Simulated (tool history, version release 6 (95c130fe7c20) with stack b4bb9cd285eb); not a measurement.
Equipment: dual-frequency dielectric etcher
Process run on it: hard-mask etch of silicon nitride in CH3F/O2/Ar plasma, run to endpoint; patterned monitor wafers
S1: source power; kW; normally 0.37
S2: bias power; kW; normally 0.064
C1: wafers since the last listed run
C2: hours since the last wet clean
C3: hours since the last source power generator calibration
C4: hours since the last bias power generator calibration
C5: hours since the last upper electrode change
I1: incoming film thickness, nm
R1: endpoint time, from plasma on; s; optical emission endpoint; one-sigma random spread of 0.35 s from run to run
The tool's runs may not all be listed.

Run 1, day 0: usual settings; C1 0; C2 136; C3 4209; C4 3260.8; C5 4902.8; I1 52.3. Result: R1 85.4 s.
Run 2, day 0.796: usual settings; C1 198; C2 155.1; C3 4228.1; C4 3279.9; C5 4921.9; I1 52.1. Result: R1 84.4 s.
Run 3, day 1.138: usual settings; C1 85; C2 163.3; C3 4236.3; C4 3288.1; C5 4930.1; I1 51.9. Result: R1 84.3 s.
Run 4, day 1.5: usual settings; C1 90; C2 172; C3 4245; C4 3296.8; C5 4938.8; I1 52.2. Result: R1 84.7 s.
Run 5, day 2.208: usual settings; C1 176; C2 189; C3 4262; C4 3313.8; C5 4955.8; I1 52.1. Result: R1 84.2 s.
Run 6, day 2.588: usual settings but S1 0.33 kW; C1 94; C2 198.1; C3 4271.1; C4 3322.9; C5 4964.9; I1 52.5. Result: R1 89 s.
Run 7, day 3.15: usual settings but S1 0.33 kW; C1 139; C2 211.6; C3 4284.6; C4 3336.4; C5 4978.4; I1 52.5. Result: R1 88.9 s.
Run 8, day 3.829: usual settings; C1 169; C2 227.9; C3 4300.9; C4 3352.7; C5 4994.7; I1 52.2. Result: R1 84.6 s.
Run 9, day 4.358: usual settings; C1 131; C2 240.6; C3 4313.6; C4 3365.4; C5 5007.4; I1 52.3. Result: R1 84 s.
Run 10, day 5.108: usual settings but S1 0.44 kW; C1 186; C2 258.6; C3 4331.6; C4 3383.4; C5 5025.4; I1 52.2. Result: R1 77.7 s.
Run 11, day 5.758: usual settings but S1 0.44 kW; C1 161; C2 274.2; C3 4347.2; C4 3399; C5 5041; I1 51.2. Result: R1 76.1 s.
Run 12, day 6.392: usual settings; C1 157; C2 289.4; C3 4362.4; C4 3414.2; C5 5056.2; I1 52.6. Result: R1 84.6 s.
At day 7.633: wet clean of the chamber.
Run 13, day 7.654: usual settings; C1 65; C2 0.5; C3 4392.7; C4 3444.5; C5 5086.5; I1 52.4. Result: R1 86.6 s.
Run 14, day 7.671: usual settings; C1 4; C2 0.9; C3 4393.1; C4 3444.9; C5 5086.9; I1 52.4. Result: R1 87.1 s.
Run 15, day 7.683: usual settings; C1 3; C2 1.2; C3 4393.4; C4 3445.2; C5 5087.2; I1 51.9. Result: R1 86 s.
At day 7.946: bias power generator calibrated.
Run 16, day 7.988: usual settings but S2 0.056 kW; C1 34; C2 8.5; C3 4400.7; C4 1; C5 5094.5; I1 52.4. Result: R1 89.9 s.
Run 17, day 8.621: usual settings but S2 0.056 kW; C1 157; C2 23.7; C3 4415.9; C4 16.2; C5 5109.7; I1 52.5. Result: R1 89.7 s.
Run 18, day 9.088: usual settings but S1 0.4 kW; C1 116; C2 34.9; C3 4427.1; C4 27.4; C5 5120.9; I1 52.6. Result: R1 83.9 s.
Run 19, day 9.654: usual settings but S2 0.078 kW; C1 141; C2 48.5; C3 4440.7; C4 41; C5 5134.5; I1 51.8. Result: R1 80.1 s.
At day 10.692: upper electrode replaced.
Run 20, day 10.712: usual settings but S1 0.4 kW; C1 14; C2 73.9; C3 4466.1; C4 66.4; C5 0.5; I1 53. Result: R1 84.5 s.
Run 21, day 10.725: usual settings but S2 0.052 kW; C1 3; C2 74.2; C3 4466.4; C4 66.7; C5 0.8; I1 52.5. Result: R1 91.6 s.
Run 22, day 11.021: usual settings but S1 0.42 kW, S2 0.051 kW; C1 73; C2 81.3; C3 4473.5; C4 73.8; C5 7.9; I1 51.7. Result: R1 85.3 s.
At day 11.592: source power generator calibrated.
Run 23, day 11.617: usual settings but S2 0.071 kW; C1 106; C2 95.6; C3 0.6; C4 88.1; C5 22.2; I1 52.4. Result: R1 83.1 s.
Run 24, day 12.242: usual settings; C1 155; C2 110.6; C3 15.6; C4 103.1; C5 37.2; I1 52.6. Result: R1 86.1 s.
Run 25, day 12.667: usual settings but S1 0.42 kW, S2 0.051 kW; C1 105; C2 120.8; C3 25.8; C4 113.3; C5 47.4; I1 52.6. Result: R1 86 s.
Run 26, day 13.321: usual settings but S2 0.058 kW; C1 162; C2 136.5; C3 41.5; C4 129; C5 63.1; I1 52.3. Result: R1 87 s.
Run 27, day 13.979: usual settings; C1 163; C2 152.3; C3 57.3; C4 144.8; C5 78.9; I1 52.3. Result: R1 85.2 s.
Run 28, day 14.562: usual settings but S1 0.3 kW, S2 0.069 kW; C1 145; C2 166.3; C3 71.3; C4 158.8; C5 92.9; I1 52.7. Result: R1 90.6 s.
Run 29, day 14.983: usual settings but S1 0.3 kW, S2 0.054 kW; C1 104; C2 176.4; C3 81.4; C4 168.9; C5 103; I1 53.1. Result: R1 98 s.
Run 30, day 15.242: usual settings but S2 0.071 kW; C1 64; C2 182.6; C3 87.6; C4 175.1; C5 109.2; I1 51.9. Result: R1 81.1 s.
Run 31, day 15.979: usual settings but S1 0.31 kW, S2 0.07 kW; C1 183; C2 200.3; C3 105.3; C4 192.8; C5 126.9; I1 52. Result: R1 87.5 s.
Run 32, day 16.317: usual settings but S1 0.3 kW, S2 0.07 kW; C1 83; C2 208.4; C3 113.4; C4 200.9; C5 135; I1 51.6. Result: R1 88.4 s.
Run 33, day 16.908: usual settings but S1 0.31 kW; C1 147; C2 222.6; C3 127.6; C4 215.1; C5 149.2; I1 52.4. Result: R1 90.2 s.
Run 34, day 17.654: usual settings; C1 185; C2 240.5; C3 145.5; C4 233; C5 167.1; I1 52.4. Result: R1 84.5 s.

Each row is a separate what-if for the run after 34, all from the same tool condition, not one after another. Results?
Run A, day 17.671: usual settings; C1 4; C2 240.9; C3 145.9; C4 233.4; C5 167.5; I1 52.5. Result: R1 ?.
Run B, day 17.671: usual settings but S1 0.45 kW; C1 4; C2 240.9; C3 145.9; C4 233.4; C5 167.5; I1 52.5. Result: R1 ?.
Run C, day 17.671: usual settings but S1 0.3 kW, S2 0.055 kW; C1 4; C2 240.9; C3 145.9; C4 233.4; C5 167.5; I1 52.5. Result: R1 ?.

run    R1
  A  83.9
  B  77.5
  C  95.1
The same runs, with their run-to-run variation unchanged, on a tool lacking any hidden condition would have given:
run    R1
  A  86.2
  B  79.7
  C  97.8

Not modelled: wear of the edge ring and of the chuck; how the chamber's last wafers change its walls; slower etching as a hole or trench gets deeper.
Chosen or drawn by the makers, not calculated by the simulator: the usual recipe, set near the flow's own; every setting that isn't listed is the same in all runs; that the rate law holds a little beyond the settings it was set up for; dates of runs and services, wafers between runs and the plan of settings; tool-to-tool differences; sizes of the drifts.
